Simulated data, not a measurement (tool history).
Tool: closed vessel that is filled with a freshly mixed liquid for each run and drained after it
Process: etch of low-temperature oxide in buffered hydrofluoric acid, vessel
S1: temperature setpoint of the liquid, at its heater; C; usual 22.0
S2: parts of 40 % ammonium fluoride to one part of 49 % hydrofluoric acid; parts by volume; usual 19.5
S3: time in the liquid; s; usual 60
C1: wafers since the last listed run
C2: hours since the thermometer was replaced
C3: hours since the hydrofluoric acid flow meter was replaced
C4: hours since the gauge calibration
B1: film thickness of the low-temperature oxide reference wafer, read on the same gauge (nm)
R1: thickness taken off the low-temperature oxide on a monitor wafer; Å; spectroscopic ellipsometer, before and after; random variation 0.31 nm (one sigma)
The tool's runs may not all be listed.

run	hour	S1	S2	S3	C1	C2	C3	C4	B1	R1
1	0.0	22.0	19.5	55	0	3001.9	1256.9	425.2	149.97	493.2
2	17.4	22.0	19.5	55	2335	3019.3	1274.3	442.6	149.97	487.0
3	28.4	22.0	22.5	60	1476	3030.3	1285.3	453.6	150.07	484.9
4	39.0	22.0	19.5	60	1423	3040.9	1295.9	464.2	149.93	531.8
5	52.8	22.0	19.5	60	1852	3054.7	1309.7	478.0	150.03	530.7
6	70.1	20.0	19.5	60	2322	3072.0	1327.0	495.3	150.02	473.1
# hour 74.0: thermometer replaced
7	78.9	20.0	19.5	60	1047	4.9	1335.8	504.1	149.97	477.3
# hour 84.6: gauge calibrated
8	86.5	20.0	19.5	60	1020	12.5	1343.4	1.9	149.99	475.8
9	98.6	19.0	19.5	60	1624	24.6	1355.5	14.0	150.03	452.5
10	131.8	26.5	13.5	45	4456	57.8	1388.7	47.2	150.05	712.0
11	141.4	25.0	19.5	60	1288	67.4	1398.3	56.8	149.99	620.9
12	150.3	22.0	19.5	60	1194	76.3	1407.2	65.7	149.98	529.9
13	159.7	22.0	26.5	40	1261	85.7	1416.6	75.1	150.06	284.8
14	176.1	22.0	15.5	30	2201	102.1	1433.0	91.5	150.00	318.9
# hour 184.1: hydrofluoric acid flow meter replaced
15	185.8	22.0	19.5	60	1167	111.8	1.7	101.2	150.00	577.3
16	193.2	24.5	19.5	90	993	119.2	9.1	108.6	149.95	997.2
17	202.6	22.0	19.5	60	1261	128.6	18.5	118.0	150.01	576.7
18	213.9	24.5	19.5	90	1516	139.9	29.8	129.3	149.99	988.8
19	224.2	22.0	15.5	30	1382	150.2	40.1	139.6	150.00	361.2
20	235.2	23.5	19.5	60	1476	161.2	51.1	150.6	150.00	621.6
21	243.7	22.0	19.5	60	1141	169.7	59.6	159.1	149.96	572.0
22	251.9	22.0	19.5	35	1100	177.9	67.8	167.3	149.97	335.5
23	261.3	19.5	17.0	60	1261	187.3	77.2	176.7	149.99	574.5
24	277.9	17.5	21.5	75	2228	203.9	93.8	193.3	150.02	522.8
25	284.9	20.5	19.5	95	939	210.9	100.8	200.3	150.04	827.5
26	301.2	24.0	14.0	90	2188	227.2	117.1	216.6	150.00	1335.9
27	317.2	20.5	19.5	90	2147	243.2	133.1	232.6	149.99	790.8
28	331.9	17.5	12.5	60	1973	257.9	147.8	247.3	149.99	681.7
29	340.4	24.5	16.5	50	1141	266.4	156.3	255.8	149.99	639.5
30	354.0	22.0	19.5	60	1825	280.0	169.9	269.4	149.99	567.9
31	365.1	17.5	24.5	50	1490	291.1	181.0	280.5	150.02	311.0
32	383.0	17.5	27.5	40	2403	309.0	198.9	298.4	149.99	231.9

Forecast each of these 4 alternatives for the next run:
A	383.7	22.0	19.5	60	93	309.7	199.6	299.1	?	?
B	383.7	22.0	16.0	75	93	309.7	199.6	299.1	?	?
C	383.7	19.0	19.5	90	93	309.7	199.6	299.1	?	?
D	383.7	22.0	14.5	60	93	309.7	199.6	299.1	?	?

run	B1	R1
A	150.01	561.4
B	150.01	853.0
C	150.01	712.0
D	150.01	751.8
Without the tool's hidden state the same runs would have given:
run	R1
A	572.5
B	869.7
C	726.0
D	766.5

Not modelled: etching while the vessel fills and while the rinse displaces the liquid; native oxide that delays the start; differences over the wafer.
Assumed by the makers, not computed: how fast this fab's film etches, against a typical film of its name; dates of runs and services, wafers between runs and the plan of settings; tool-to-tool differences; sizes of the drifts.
